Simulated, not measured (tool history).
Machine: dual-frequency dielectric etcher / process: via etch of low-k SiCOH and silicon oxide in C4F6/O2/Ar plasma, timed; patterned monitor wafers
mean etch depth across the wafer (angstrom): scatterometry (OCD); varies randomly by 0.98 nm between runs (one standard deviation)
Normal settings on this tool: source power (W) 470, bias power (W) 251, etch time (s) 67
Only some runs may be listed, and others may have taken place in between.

| run | hour | source power (W) | bias power (W) | etch time (s) | read-back reference wafer on the same gauge, depth_nm | mean etch depth across the wafer (angstrom) |
|---|---|---|---|---|---|---|
| 1 | 0 | 470 | 251 | 67 | 160.2 | 2003 |
|  | 39.5 | upper electrode replaced |
| 2 | 40 | 470 | 251 | 67 | 160 | 1998 |
| 3 | 40.4 | 470 | 251 | 67 | 160 | 2003 |
| 4 | 63.1 | 470 | 251 | 67 | 159.9 | 2009 |
|  | 87.2 | wet clean of the chamber |
| 5 | 87.7 | 470 | 251 | 67 | 160.2 | 1981 |
| 6 | 112 | 470 | 251 | 67 | 159.7 | 1994 |
| 7 | 132.2 | 470 | 271 | 67 | 160 | 2063 |
| 8 | 152.3 | 470 | 271 | 67 | 160 | 2056 |
| 9 | 177.7 | 370 | 309 | 74.5 | 160 | 2088 |
| 10 | 200.4 | 430 | 251 | 87 | 160.1 | 2485 |
| 11 | 213.1 | 470 | 251 | 67 | 160.2 | 2001 |
| 12 | 247.6 | 470 | 251 | 67 | 159.9 | 2028 |
| 13 | 273.3 | 560 | 273 | 48 | 160.1 | 1614 |
|  | 292.6 | bias power generator calibrated |
| 14 | 300.9 | 470 | 278 | 73.5 | 159.8 | 2280 |
| 15 | 328.2 | 540 | 228 | 80.5 | 160 | 2494 |
|  | 342.7 | gauge calibrated |
| 16 | 363.7 | 560 | 251 | 83.5 | 159.7 | 2723 |
|  | 375 | source power generator calibrated |
| 17 | 387.2 | 470 | 251 | 67 | 160.1 | 1957 |
| 18 | 415.4 | 360 | 213 | 79.5 | 159.9 | 1880 |
| 19 | 431.8 | 560 | 251 | 67 | 160.1 | 2142 |
|  | 474.2 | wet clean of the chamber |
| 20 | 474.7 | 470 | 298 | 87 | 160 | 2704 |
| 21 | 491 | 470 | 204 | 67 | 160.3 | 1842 |
| 22 | 525.5 | 470 | 251 | 67 | 160.2 | 1968 |
| 23 | 548.7 | 470 | 299 | 67 | 159.8 | 2093 |
| 24 | 572.9 | 470 | 251 | 67 | 159.7 | 1976 |
| 25 | 585.3 | 470 | 251 | 67 | 159.9 | 1980 |
| 26 | 602.9 | 520 | 200 | 84.5 | 160 | 2429 |
| 27 | 618 | 470 | 251 | 67 | 159.8 | 1979 |
| 28 | 636 | 510 | 305 | 67 | 159.8 | 2225 |
| 29 | 665.1 | 470 | 251 | 57 | 160 | 1689 |
| 30 | 684.4 | 400 | 272 | 87 | 159.8 | 2418 |
| 31 | 717.7 | 470 | 251 | 67 | 160.1 | 2004 |

Branching from run 31: 3 alternative next runs. What would each branch give?
| A | 718.1 | 470 | 251 | 67 | ? | ? |
| B | 718.1 | 430 | 201 | 85.5 | ? | ? |
| C | 718.1 | 470 | 251 | 80 | ? | ? |

| run | read-back reference wafer on the same gauge, depth_nm | mean etch depth across the wafer (angstrom) |
|---|---|---|
| A | 160.1 | 1985 |
| B | 160.1 | 2232 |
| C | 160.1 | 2370 |
What these runs would have given with no unlogged condition in the tool:
| run | mean etch depth across the wafer (angstrom) |
|---|---|
| A | 1961 |
| B | 2206 |
| C | 2342 |
